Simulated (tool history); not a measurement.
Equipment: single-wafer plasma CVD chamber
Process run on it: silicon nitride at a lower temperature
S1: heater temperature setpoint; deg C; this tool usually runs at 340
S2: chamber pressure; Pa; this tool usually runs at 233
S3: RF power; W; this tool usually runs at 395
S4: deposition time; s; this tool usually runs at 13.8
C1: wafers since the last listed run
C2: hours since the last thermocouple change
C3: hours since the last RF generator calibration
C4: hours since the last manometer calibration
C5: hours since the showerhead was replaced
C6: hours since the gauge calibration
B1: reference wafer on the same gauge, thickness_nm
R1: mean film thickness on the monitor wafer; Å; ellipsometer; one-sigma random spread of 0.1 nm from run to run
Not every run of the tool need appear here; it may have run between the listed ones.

run     day   S1   S2   S3    S4     C1      C2      C3      C4      C5      C6      B1      R1
  1       0  340  233  395  13.8      0  1360.4   418.1   272.3  3645.7  1335.8  19.379   200.9
  2    11.3  340  233  395  13.8  10451  1631.6   689.3   543.5  3916.9    1607  19.407   198.7
  3  12.817  332  233  395  13.8   1402    1668   725.7   579.9  3953.3  1643.4  19.389   198.3
  4  15.738  332  233  395  13.8   2701  1738.1   795.8     650  4023.4  1713.5  19.413  196.51
     18.362  -- showerhead replaced
  5  18.917  340  263  395  13.8   2632  1814.4   872.1   726.3    13.3  1789.8  19.396  204.62
  6  21.879  340  199  445  13.8   2740  1885.5   943.2   797.4    84.4  1860.9  19.388  205.26
  7  23.654  340  199  445  13.8   1641  1928.1   985.8     840     127  1903.5  19.359  202.61
  8  25.588  340  199  445  13.8   1788  1974.5  1032.2   886.4   173.4  1949.9  19.389  201.26
  9  27.792  333  191  395  13.8   2038  2027.4  1085.1   939.3   226.3  2002.8   19.42  181.53
 10  29.896  340  219  395  15.9   1946  2077.9  1135.6   989.8   276.8  2053.3  19.425  217.81
 11  34.062  340  233  395  13.8   3853  2177.9  1235.6  1089.8   376.8  2153.3  19.394  196.05
     36.788  -- thermocouple changed; heater temperature recalibrated
 12  36.967  340  233  340  11.9   2377     4.3  1305.3  1159.5   446.5    2223  19.401  147.67
 13  41.083  348  217  395  13.8   3807   103.1  1404.1  1258.3   545.3  2321.8  19.408   188.5
 14  44.179  340  233  395  13.8   2863   177.4  1478.4  1332.6   619.6  2396.1  19.413  194.44
     44.862  -- capacitance manometer re-zeroed and calibrated
 15  48.304  340  233  335  13.8   3506   276.4  1577.4    82.6   718.6  2495.1  19.419  168.03
 16  49.996  340  233  395  13.8   1564     317    1618   123.2   759.2  2535.7  19.409  195.09
 17  52.767  340  215  395  11.9   2562   383.5  1684.5   189.7   825.7  2602.2  19.409  161.91
 18  55.108  340  233  395  13.8   2165   439.7  1740.7   245.9   881.9  2658.4  19.444  193.73
     58.158  -- RF generator calibrated
 19  58.179  340  233  395  11.8   2531   513.4     0.5   319.6   955.6  2732.1   19.41  178.75
 20  61.792  328  233  340  13.8   3341   600.1    87.2   406.3  1042.3  2818.8  19.377  180.43
     62.325  -- gauge calibrated
 21  65.433  336  233  395  15.9   3368   687.5   174.6   493.7  1129.7    74.6  19.375   234.5
 22  68.867  340  233  395  13.8   3175   769.9     257   576.1  1212.1     157  19.369  203.13
 23  71.562  334  233  395  16.1   2493   834.6   321.7   640.8  1276.8   221.7  19.407  235.81

Expected results for the next run?
 24  75.617  348  273  395  15.8  3749  931.9  419  738.1  1374.1  319   ?   ?

{"run 24": {"B1": 19.387, "R1": 240.53}}
If the tool had no hidden condition, the same run with the same run-to-run variation would have returned R1 249.77 Å.

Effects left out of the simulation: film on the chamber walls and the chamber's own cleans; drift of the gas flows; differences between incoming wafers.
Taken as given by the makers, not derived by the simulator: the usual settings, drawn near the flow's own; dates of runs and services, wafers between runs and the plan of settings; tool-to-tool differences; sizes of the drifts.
